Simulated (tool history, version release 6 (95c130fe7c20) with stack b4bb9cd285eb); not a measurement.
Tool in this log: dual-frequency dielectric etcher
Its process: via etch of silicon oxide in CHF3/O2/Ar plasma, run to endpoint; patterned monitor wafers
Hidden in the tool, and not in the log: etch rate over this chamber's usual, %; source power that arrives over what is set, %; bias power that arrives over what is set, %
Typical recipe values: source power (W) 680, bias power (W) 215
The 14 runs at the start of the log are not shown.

run	day	source power (W)	bias power (W)	wafers since the last listed run	hours since the last wet clean	hours since the last source power generator calibration	hours since the last bias power generator calibration	hours since the last upper electrode change	incoming incoming film thickness, nm	endpoint time (s)
# day 11.688: bias power generator calibrated
15	11.879	680	215	91	442.3	3559.3	4.6	50.9	827.5	421.8
16	14.725	680	215	376	510.6	3627.6	72.9	119.2	827	418.1
17	15.242	680	251	68	523	3640	85.3	131.6	823.3	402.3
18	16.346	630	241	146	549.5	3666.5	111.8	158.1	822.3	422.1
19	17.796	570	215	191	584.3	3701.3	146.6	192.9	835.9	453.8
# day 19.412: wet clean of the chamber
20	19.433	680	215	84	0.5	3740.6	185.9	232.2	828.1	422.8
21	19.775	750	250	45	8.7	3748.8	194.1	240.4	817.9	383.3
22	21.175	680	215	185	42.3	3782.4	227.7	274	817.4	409.1
# day 21.867: source power generator calibrated
23	22.35	620	176	133	70.5	11.6	255.9	302.2	815.3	456.6
24	23.3	610	215	125	93.3	34.4	278.7	325	822.5	436.8
25	24.258	680	182	126	116.3	57.4	301.7	348	824	439.1
26	24.988	680	215	96	133.8	74.9	319.2	365.5	822	421.3
27	25.792	790	189	106	153.1	94.2	338.5	384.8	824.5	409.1
28	26.829	680	215	137	178	119.1	363.4	409.7	828	425.1
29	27.504	780	190	89	194.2	135.3	379.6	425.9	812.6	400.9
30	28.121	630	259	81	209	150.1	394.4	440.7	823.8	415.8
31	29.179	550	161	139	234.4	175.5	419.8	466.1	829.2	480.2
32	30.162	830	183	130	258	199.1	443.4	489.7	814.5	395.6
33	31.229	580	254	141	283.6	224.7	469	515.3	819	423.8
34	32.383	680	215	152	311.3	252.4	496.7	543	815.5	418.8

4 options for the next run, each taken on its own from the tool as it stands now. Forecast them:
A	32.404	680	215	2	311.8	252.9	497.2	543.5	822.4	?
B	32.404	680	242	2	311.8	252.9	497.2	543.5	822.4	?
C	32.404	840	238	2	311.8	252.9	497.2	543.5	822.4	?
D	32.404	550	238	2	311.8	252.9	497.2	543.5	822.4	?

run	endpoint time (s)
A	413.5
B	401.2
C	371.3
D	437.4
What these runs would have given with no unlogged condition in the tool:
run	endpoint time (s)
A	413.5
B	401.2
C	371.3
D	437.4

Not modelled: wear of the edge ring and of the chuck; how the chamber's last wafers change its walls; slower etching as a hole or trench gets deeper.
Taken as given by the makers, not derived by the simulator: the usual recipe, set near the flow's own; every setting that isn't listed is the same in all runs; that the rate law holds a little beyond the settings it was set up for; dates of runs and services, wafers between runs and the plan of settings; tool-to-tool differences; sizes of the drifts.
